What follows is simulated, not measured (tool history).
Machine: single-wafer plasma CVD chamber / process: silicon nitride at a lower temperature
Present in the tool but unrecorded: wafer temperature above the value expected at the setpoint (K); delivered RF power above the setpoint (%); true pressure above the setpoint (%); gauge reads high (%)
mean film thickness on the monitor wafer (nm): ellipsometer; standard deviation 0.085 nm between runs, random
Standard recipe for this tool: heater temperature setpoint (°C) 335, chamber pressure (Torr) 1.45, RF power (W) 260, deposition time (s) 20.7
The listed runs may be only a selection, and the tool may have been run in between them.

run	hour	heater temperature setpoint (°C)	chamber pressure (Torr)	RF power (W)	deposition time (s)	wafers since the last listed run	hours since the last thermocouple change	hours since the last RF generator calibration	hours since the last manometer calibration	hours since the showerhead was replaced	hours since the gauge calibration	read-back reference wafer on the same gauge, thickness_nm	mean film thickness on the monitor wafer (nm)
1	0.0	335	1.45	260	20.7	0	1033.1	1967.1	1939.1	5246.0	392.0	21.042	19.794
2	58.4	335	1.45	260	20.7	1041	1091.5	2025.5	1997.5	5304.4	450.4	21.029	19.790
3	139.2	335	1.45	260	20.7	1440	1172.3	2106.3	2078.3	5385.2	531.2	21.002	19.824
4	179.8	335	1.45	260	20.7	723	1212.9	2146.9	2118.9	5425.8	571.8	20.995	19.911
5	230.9	335	1.45	260	20.7	911	1264.0	2198.0	2170.0	5476.9	622.9	20.952	19.800
6	265.6	335	1.45	260	20.7	618	1298.7	2232.7	2204.7	5511.6	657.6	20.990	19.670
# hour 291.5: gauge calibrated
7	307.4	335	1.45	260	20.7	745	1340.5	2274.5	2246.5	5553.4	15.9	20.973	19.865
# hour 320.6: RF generator calibrated
8	359.6	335	1.45	260	20.7	787	1392.7	39.0	2298.7	5605.6	68.1	21.005	20.851
9	403.2	335	1.09	300	19.5	777	1436.3	82.6	2342.3	5649.2	111.7	21.035	19.856
# hour 443.0: capacitance manometer re-zeroed and calibrated
10	456.9	335	1.45	260	20.7	814	1490.0	136.3	13.9	5702.9	165.4	21.020	20.675
# hour 522.0: showerhead replaced, of another model than before
# hour 541.9: thermocouple changed; heater temperature recalibrated
11	621.2	335	1.45	260	20.7	2643	79.3	300.6	178.2	99.2	329.7	20.987	20.167
12	685.3	350	1.45	280	19.6	1142	143.4	364.7	242.3	163.3	393.8	21.007	20.351
13	726.1	335	1.71	260	20.7	727	184.2	405.5	283.1	204.1	434.6	20.986	20.747
14	762.5	335	1.25	260	20.7	648	220.6	441.9	319.5	240.5	471.0	21.040	19.451
15	787.8	322	1.45	260	20.7	451	245.9	467.2	344.8	265.8	496.3	21.016	20.023
16	822.2	335	1.45	290	20.7	613	280.3	501.6	379.2	300.2	530.7	21.040	22.185

Below are 4 alternative next runs, each starting from the tool's condition after run 16. Predict each:
A	822.6	335	1.45	220	20.7	7	280.7	502.0	379.6	300.6	531.1	?	?
B	822.6	335	1.66	260	20.7	7	280.7	502.0	379.6	300.6	531.1	?	?
C	822.6	324	1.59	305	20.7	7	280.7	502.0	379.6	300.6	531.1	?	?
D	822.6	335	1.79	295	20.7	7	280.7	502.0	379.6	300.6	531.1	?	?

run	read-back reference wafer on the same gauge, thickness_nm	mean film thickness on the monitor wafer (nm)
A	20.972	16.800
B	20.972	20.483
C	20.972	23.660
D	20.972	23.385
Stripped of hidden state, with their random variation kept, the same runs would have yielded:
run	mean film thickness on the monitor wafer (nm)
A	17.772
B	21.611
C	24.884
D	24.614
